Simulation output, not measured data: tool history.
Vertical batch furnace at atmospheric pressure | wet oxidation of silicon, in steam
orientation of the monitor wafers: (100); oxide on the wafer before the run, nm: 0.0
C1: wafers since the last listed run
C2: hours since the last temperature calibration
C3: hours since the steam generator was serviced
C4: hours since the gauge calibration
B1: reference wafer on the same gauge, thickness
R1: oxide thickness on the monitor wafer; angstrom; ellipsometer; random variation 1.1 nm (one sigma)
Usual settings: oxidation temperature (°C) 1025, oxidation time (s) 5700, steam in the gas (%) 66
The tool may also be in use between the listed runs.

run 1 hour=0 | oxidation_temperature_(°C)=1025 oxidation_time_(s)=5700 steam_in_the_gas_(%)=66 | C1=0 C2=3028.7 C3=1855.6 C4=147 | B1=494.9 | R1=4398.2
run 2 hour=35.5 | oxidation_temperature_(°C)=1025 oxidation_time_(s)=5700 steam_in_the_gas_(%)=66 | C1=279 C2=3064.2 C3=1891.1 C4=182.5 | B1=495.79 | R1=4399.5
run 3 hour=95.7 | oxidation_temperature_(°C)=1025 oxidation_time_(s)=5700 steam_in_the_gas_(%)=66 | C1=473 C2=3124.4 C3=1951.3 C4=242.7 | B1=495.47 | R1=4387
run 4 hour=123.9 | oxidation_temperature_(°C)=1025 oxidation_time_(s)=5700 steam_in_the_gas_(%)=66 | C1=222 C2=3152.6 C3=1979.5 C4=270.9 | B1=495.64 | R1=4408.2
run 5 hour=158.6 | oxidation_temperature_(°C)=1025 oxidation_time_(s)=5700 steam_in_the_gas_(%)=66 | C1=273 C2=3187.3 C3=2014.2 C4=305.6 | B1=496.58 | R1=4419.9
run 6 hour=200.4 | oxidation_temperature_(°C)=1025 oxidation_time_(s)=5700 steam_in_the_gas_(%)=66 | C1=329 C2=3229.1 C3=2056 C4=347.4 | B1=496.94 | R1=4401
run 7 hour=319.8 | oxidation_temperature_(°C)=1025 oxidation_time_(s)=5700 steam_in_the_gas_(%)=66 | C1=939 C2=3348.5 C3=2175.4 C4=466.8 | B1=497.52 | R1=4425.7
run 8 hour=347.6 | oxidation_temperature_(°C)=1025 oxidation_time_(s)=3780 steam_in_the_gas_(%)=66 | C1=218 C2=3376.3 C3=2203.2 C4=494.6 | B1=498.1 | R1=3400.2
run 9 hour=377.3 | oxidation_temperature_(°C)=1025 oxidation_time_(s)=5700 steam_in_the_gas_(%)=66 | C1=233 C2=3406 C3=2232.9 C4=524.3 | B1=498.86 | R1=4398.6
run 10 hour=410.7 | oxidation_temperature_(°C)=1025 oxidation_time_(s)=5700 steam_in_the_gas_(%)=66 | C1=262 C2=3439.4 C3=2266.3 C4=557.7 | B1=499.03 | R1=4421.6
run 11 hour=459.3 | oxidation_temperature_(°C)=1025 oxidation_time_(s)=4620 steam_in_the_gas_(%)=60 | C1=382 C2=3488 C3=2314.9 C4=606.3 | B1=499.64 | R1=3641
run 12 hour=490.9 | oxidation_temperature_(°C)=1011 oxidation_time_(s)=7470 steam_in_the_gas_(%)=66 | C1=248 C2=3519.6 C3=2346.5 C4=637.9 | B1=500.36 | R1=4877.2
run 13 hour=529.7 | oxidation_temperature_(°C)=1041 oxidation_time_(s)=7200 steam_in_the_gas_(%)=66 | C1=305 C2=3558.4 C3=2385.3 C4=676.7 | B1=500.62 | R1=5607.3
run 14 hour=591 | oxidation_temperature_(°C)=1045 oxidation_time_(s)=4890 steam_in_the_gas_(%)=71 | C1=482 C2=3619.7 C3=2446.6 C4=738 | B1=501.81 | R1=4752.6
-- hour=624.1 gauge calibrated
-- hour=624.4 steam generator serviced
-- hour=663.6 thermocouples replaced and temperature profile calibrated
run 15 hour=664.1 | oxidation_temperature_(°C)=1037 oxidation_time_(s)=5700 steam_in_the_gas_(%)=66 | C1=197 C2=0.5 C3=39.7 C4=40 | B1=495.72 | R1=4714.6
run 16 hour=719.2 | oxidation_temperature_(°C)=1016 oxidation_time_(s)=4560 steam_in_the_gas_(%)=76 | C1=433 C2=55.6 C3=94.8 C4=95.1 | B1=496.09 | R1=3943.9
run 17 hour=744.3 | oxidation_temperature_(°C)=1045 oxidation_time_(s)=4890 steam_in_the_gas_(%)=71 | C1=197 C2=80.7 C3=119.9 C4=120.2 | B1=495.98 | R1=4656.4
run 18 hour=805.3 | oxidation_temperature_(°C)=1025 oxidation_time_(s)=5700 steam_in_the_gas_(%)=62 | C1=480 C2=141.7 C3=180.9 C4=181.2 | B1=496.34 | R1=4241
run 19 hour=832.1 | oxidation_temperature_(°C)=1007 oxidation_time_(s)=8460 steam_in_the_gas_(%)=74 | C1=210 C2=168.5 C3=207.7 C4=208 | B1=496.22 | R1=5460.5

4 ways to go on from here, each from the tool as it stands after run 19. What would each give?
run A hour=837.6 | oxidation_temperature_(°C)=1025 oxidation_time_(s)=5700 steam_in_the_gas_(%)=66 | C1=43 C2=174 C3=213.2 C4=213.5 | B1=? | R1=?
run B hour=837.6 | oxidation_temperature_(°C)=1025 oxidation_time_(s)=4530 steam_in_the_gas_(%)=56 | C1=43 C2=174 C3=213.2 C4=213.5 | B1=? | R1=?
run C hour=837.6 | oxidation_temperature_(°C)=1014 oxidation_time_(s)=8520 steam_in_the_gas_(%)=66 | C1=43 C2=174 C3=213.2 C4=213.5 | B1=? | R1=?
run D hour=837.6 | oxidation_temperature_(°C)=1003 oxidation_time_(s)=3540 steam_in_the_gas_(%)=55 | C1=43 C2=174 C3=213.2 C4=213.5 | B1=? | R1=?

run=A B1=496.23 R1=4404.5
run=B B1=496.23 R1=3412.3
run=C B1=496.23 R1=5320.1
run=D B1=496.23 R1=2414.5
Without the tool's hidden state the same runs would have given:
run=A R1=4401.9
run=B R1=3410.3
run=C R1=5316.9
run=D R1=2413

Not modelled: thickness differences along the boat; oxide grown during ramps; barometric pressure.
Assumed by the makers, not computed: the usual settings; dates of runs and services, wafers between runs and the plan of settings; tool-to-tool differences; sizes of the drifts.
